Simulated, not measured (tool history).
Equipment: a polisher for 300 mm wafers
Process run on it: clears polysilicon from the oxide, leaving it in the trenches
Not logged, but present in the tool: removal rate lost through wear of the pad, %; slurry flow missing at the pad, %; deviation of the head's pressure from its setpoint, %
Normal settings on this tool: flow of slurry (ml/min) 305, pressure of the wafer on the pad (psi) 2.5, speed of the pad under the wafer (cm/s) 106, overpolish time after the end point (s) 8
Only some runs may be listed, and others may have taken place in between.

run,hour,flow of slurry (ml/min),pressure of the wafer on the pad (psi),speed of the pad under the wafer (cm/s),overpolish time after the end point (s),wafers since the last listed run,wafers polished on this pad,hours since the slurry nozzle was cleaned,hours since the head pressure was calibrated,"incoming thickness of the incoming film, nm",time until the end point was called (s),dishing of a wide line in a test structure (nm)
1,0.0,305,2.5,106,8,0,582,254.7,717.0,499.6,46.1,38.8
2,64.8,305,2.5,106,8,1124,1707,319.5,781.8,516.0,49.9,37.5
3,106.4,305,2.5,106,8,722,2429,361.1,823.4,511.2,50.0,37.8
# hour 146.2: worn pad replaced by a new one
4,169.1,305,2.5,106,8,1018,397,423.8,886.1,517.6,46.2,39.0
5,230.2,305,2.5,106,10,1060,1458,484.9,947.2,519.3,48.8,41.2
6,297.9,305,2.5,106,10,1175,2633,552.6,1014.9,509.2,49.5,40.6
# hour 327.9: worn pad replaced by a new one
# hour 328.9: head pressure recalibrated
7,506.5,305,2.5,106,8,3534,3082,761.2,177.6,506.0,47.5,38.1
# hour 545.0: worn pad replaced by a new one
# hour 549.8: slurry nozzle cleaned
8,559.7,305,2.5,106,8,836,237,9.9,230.8,505.3,44.1,39.0
9,610.7,305,2.5,106,8,885,1122,60.9,281.8,511.5,46.7,38.6
10,669.9,405,3.1,106,8,1027,2150,120.1,341.0,516.3,40.3,40.5
11,737.1,200,2.5,68,10,1166,3316,187.3,408.2,506.3,79.6,34.6
# hour 755.3: worn pad replaced by a new one
12,763.1,305,2.5,106,8,381,134,213.3,434.2,511.9,45.2,38.5
13,818.4,305,2.5,94,8,959,1094,268.6,489.5,518.0,55.4,37.2
14,845.6,305,2.5,106,6,472,1566,295.8,516.7,512.5,48.9,34.0
15,895.8,305,3.3,106,8,871,2437,346.0,566.9,507.3,40.1,39.9
16,928.0,305,1.9,92,8,558,2996,378.2,599.1,509.7,66.8,33.4
# hour 936.0: worn pad replaced by a new one
17,954.5,305,2.5,106,8,390,321,404.7,625.6,505.2,45.4,38.0
18,979.7,305,2.5,106,13,437,759,429.9,650.8,509.7,45.7,42.4
19,1033.3,355,2.1,106,11,930,1689,483.5,704.4,508.9,52.6,41.3

Hidden state, per run?
slurry flow missing at the pad, %: 0, the same for each run
H1: removal rate lost through wear of the pad, %
H2: deviation of the head's pressure from its setpoint, %
run,H1,H2
1,7.84,-5.74
2,12.6,-6.39
3,13.9,-6.8
4,4.02,-7.43
5,9.34,-8.04
6,11.7,-8.71
7,12.6,-1.98
8,3.04,-2.51
9,8.37,-3.02
10,11.2,-3.61
11,12.5,-4.28
12,4.05,-4.54
13,10.3,-5.09
14,11.9,-5.36
15,13.7,-5.86
16,14.3,-6.19
17,4.11,-6.45
18,7.07,-6.7
19,10.7,-7.24
